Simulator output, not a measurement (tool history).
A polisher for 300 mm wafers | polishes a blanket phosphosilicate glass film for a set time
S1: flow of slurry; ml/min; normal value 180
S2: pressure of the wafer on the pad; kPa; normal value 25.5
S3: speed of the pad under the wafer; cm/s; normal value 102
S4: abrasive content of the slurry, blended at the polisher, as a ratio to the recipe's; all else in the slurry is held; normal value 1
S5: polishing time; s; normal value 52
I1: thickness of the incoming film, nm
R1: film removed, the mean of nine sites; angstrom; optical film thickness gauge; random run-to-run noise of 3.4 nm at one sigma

run   hour   S1    S2   S3    S4  S5      I1    R1
  1      0  180  25.5  102     1  57    3737  5581
  2   17.7  180  25.5  102     1  57  3748.4  5553
  3   27.3  180  25.5  102     1  57  3697.4  5532
      37.6  -- worn pad replaced by a new one
  4   42.3  180  25.5  102     1  52  3778.9  5100
  5   50.2  180  29.6  102     1  58  3778.5  6595
      98.4  -- worn pad replaced by a new one
  6  102.9  180  25.5  102     1  52  3772.7  5037
  7    117  180  25.5  102     1  52    3664  4943
  8  127.8  180  25.5  102     1  52  3687.7  5032
  9  136.3  180  25.5  102     1  52  3760.4  5076
       145  -- slurry nozzle cleaned
 10  145.6  195  25.5  102     1  66  3703.4  6434
 11  152.5  195  25.5  102     1  66  3725.4  6424
 12  170.3  160  25.5  102     1  52  3749.7  4915
     174.3  -- worn pad replaced by a new one
 13  178.5  180  25.5   90  1.15  52  3721.6  4898
 14  194.5  180  25.5  102     1  52  3787.3  4952
     202.9  -- conditioning disc replaced and pad reconditioned
 15  203.4  180  25.5  102  0.75  52  3732.7  3935
 16  216.6  180  28.3  102  0.75  52  3682.5  4304
     225.2  -- head pressure recalibrated
     229.6  -- slurry blender recalibrated
 17  230.1  180  25.5  102     1  52  3724.6  5137
     234.9  -- worn pad replaced by a new one
 18  247.1  200  25.5   84  0.75  45  3738.4  3101
 19  253.9  155  25.5   66     1  60    3749  4096

The next listed run, before its measurement:
 20  262.3  180  29.6  102   1  58  3754.7   ?

{"run 20": {"R1": 6735}}
With the hidden condition absent and the run-to-run variation left alone, this run would have shown R1 6790 angstrom.

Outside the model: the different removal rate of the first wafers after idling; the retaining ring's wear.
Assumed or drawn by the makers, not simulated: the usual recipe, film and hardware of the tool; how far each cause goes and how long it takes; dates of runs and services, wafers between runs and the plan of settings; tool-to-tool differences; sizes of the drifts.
